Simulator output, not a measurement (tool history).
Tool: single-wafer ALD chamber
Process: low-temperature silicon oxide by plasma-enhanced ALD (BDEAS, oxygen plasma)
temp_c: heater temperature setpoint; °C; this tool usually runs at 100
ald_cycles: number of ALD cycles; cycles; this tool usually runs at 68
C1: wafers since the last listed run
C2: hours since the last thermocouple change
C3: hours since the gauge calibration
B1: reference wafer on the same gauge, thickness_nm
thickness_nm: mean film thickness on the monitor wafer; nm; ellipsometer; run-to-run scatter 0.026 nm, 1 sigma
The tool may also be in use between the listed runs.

{"run": 1, "hour": 0.0, "temp_c": 111, "ald_cycles": 68, "C1": 0, "C2": 958.7, "C3": 342.1, "B1": 11.598, "thickness_nm": 10.302}
{"run": 2, "hour": 51.6, "temp_c": 107, "ald_cycles": 68, "C1": 219, "C2": 1010.3, "C3": 393.7, "B1": 11.602, "thickness_nm": 10.365}
{"run": 3, "hour": 118.5, "temp_c": 107, "ald_cycles": 68, "C1": 284, "C2": 1077.2, "C3": 460.6, "B1": 11.596, "thickness_nm": 10.397}
{"run": 4, "hour": 164.3, "temp_c": 100, "ald_cycles": 65, "C1": 194, "C2": 1123.0, "C3": 506.4, "B1": 11.6, "thickness_nm": 10.102}
{"run": 5, "hour": 211.3, "temp_c": 100, "ald_cycles": 65, "C1": 200, "C2": 1170.0, "C3": 553.4, "B1": 11.601, "thickness_nm": 10.09}
{"run": 6, "hour": 238.8, "temp_c": 100, "ald_cycles": 68, "C1": 117, "C2": 1197.5, "C3": 580.9, "B1": 11.603, "thickness_nm": 10.504}
{"run": 7, "hour": 306.1, "temp_c": 100, "ald_cycles": 68, "C1": 286, "C2": 1264.8, "C3": 648.2, "B1": 11.59, "thickness_nm": 10.5}
{"run": 8, "hour": 365.0, "temp_c": 100, "ald_cycles": 68, "C1": 250, "C2": 1323.7, "C3": 707.1, "B1": 11.605, "thickness_nm": 10.497}
{"run": 9, "hour": 397.2, "temp_c": 110, "ald_cycles": 68, "C1": 137, "C2": 1355.9, "C3": 739.3, "B1": 11.6, "thickness_nm": 10.256}
{"run": 10, "hour": 442.2, "temp_c": 110, "ald_cycles": 68, "C1": 191, "C2": 1400.9, "C3": 784.3, "B1": 11.6, "thickness_nm": 10.264}
{"run": 11, "hour": 466.8, "temp_c": 100, "ald_cycles": 68, "C1": 104, "C2": 1425.5, "C3": 808.9, "B1": 11.603, "thickness_nm": 10.487}
{"run": 12, "hour": 500.2, "temp_c": 100, "ald_cycles": 68, "C1": 142, "C2": 1458.9, "C3": 842.3, "B1": 11.601, "thickness_nm": 10.506}
{"run": 13, "hour": 538.1, "temp_c": 100, "ald_cycles": 74, "C1": 161, "C2": 1496.8, "C3": 880.2, "B1": 11.6, "thickness_nm": 11.433}
{"run": 14, "hour": 578.4, "temp_c": 100, "ald_cycles": 74, "C1": 171, "C2": 1537.1, "C3": 920.5, "B1": 11.603, "thickness_nm": 11.442}
{"run": 15, "hour": 618.9, "temp_c": 100, "ald_cycles": 68, "C1": 172, "C2": 1577.6, "C3": 961.0, "B1": 11.597, "thickness_nm": 10.452}
{"run": 16, "hour": 662.0, "temp_c": 110, "ald_cycles": 64, "C1": 183, "C2": 1620.7, "C3": 1004.1, "B1": 11.598, "thickness_nm": 9.709}
{"hour": 672.0, "done": "thermocouple changed; heater temperature recalibrated"}
{"run": 17, "hour": 731.4, "temp_c": 90, "ald_cycles": 61, "C1": 261, "C2": 59.4, "C3": 1073.5, "B1": 11.599, "thickness_nm": 9.868}
{"run": 18, "hour": 794.3, "temp_c": 110, "ald_cycles": 77, "C1": 267, "C2": 122.3, "C3": 1136.4, "B1": 11.601, "thickness_nm": 11.774}
{"run": 19, "hour": 834.1, "temp_c": 100, "ald_cycles": 68, "C1": 169, "C2": 162.1, "C3": 1176.2, "B1": 11.6, "thickness_nm": 10.578}
{"run": 20, "hour": 873.5, "temp_c": 110, "ald_cycles": 57, "C1": 167, "C2": 201.5, "C3": 1215.6, "B1": 11.6, "thickness_nm": 8.742}
{"run": 21, "hour": 924.6, "temp_c": 100, "ald_cycles": 68, "C1": 217, "C2": 252.6, "C3": 1266.7, "B1": 11.591, "thickness_nm": 10.58}
{"run": 22, "hour": 957.6, "temp_c": 88, "ald_cycles": 63, "C1": 140, "C2": 285.6, "C3": 1299.7, "B1": 11.594, "thickness_nm": 10.196}
{"run": 23, "hour": 1010.2, "temp_c": 104, "ald_cycles": 68, "C1": 223, "C2": 338.2, "C3": 1352.3, "B1": 11.598, "thickness_nm": 10.545}
{"hour": 1035.9, "done": "gauge calibrated"}
{"run": 24, "hour": 1065.0, "temp_c": 112, "ald_cycles": 77, "C1": 233, "C2": 393.0, "C3": 29.1, "B1": 11.599, "thickness_nm": 11.74}
{"run": 25, "hour": 1133.7, "temp_c": 88, "ald_cycles": 62, "C1": 292, "C2": 461.7, "C3": 97.8, "B1": 11.595, "thickness_nm": 10.013}
{"run": 26, "hour": 1193.6, "temp_c": 112, "ald_cycles": 68, "C1": 254, "C2": 521.6, "C3": 157.7, "B1": 11.604, "thickness_nm": 10.315}
{"run": 27, "hour": 1222.3, "temp_c": 93, "ald_cycles": 61, "C1": 122, "C2": 550.3, "C3": 186.4, "B1": 11.595, "thickness_nm": 9.658}
{"run": 28, "hour": 1289.7, "temp_c": 94, "ald_cycles": 68, "C1": 286, "C2": 617.7, "C3": 253.8, "B1": 11.599, "thickness_nm": 10.746}
{"run": 29, "hour": 1341.9, "temp_c": 96, "ald_cycles": 68, "C1": 222, "C2": 669.9, "C3": 306.0, "B1": 11.594, "thickness_nm": 10.658}

Take each entry between the runs: how does the hidden state at the last listed run before it differ from the hidden state at the first listed run after it?
Run 16 -> run 17: thermocouple changed; heater temperature recalibrated (hour 672.0)
  wafer temperature above the value expected at the setpoint (K): 6.28 -> -0.049
  measured less the result without the state, thickness_nm: -0.114 -> +0.001 nm
Run 23 -> run 24: gauge calibrated (hour 1035.9)
  wafer temperature above the value expected at the setpoint (K): 1.09 -> 1.31
  measured less the result without the state, thickness_nm: -0.021 -> -0.028 nm
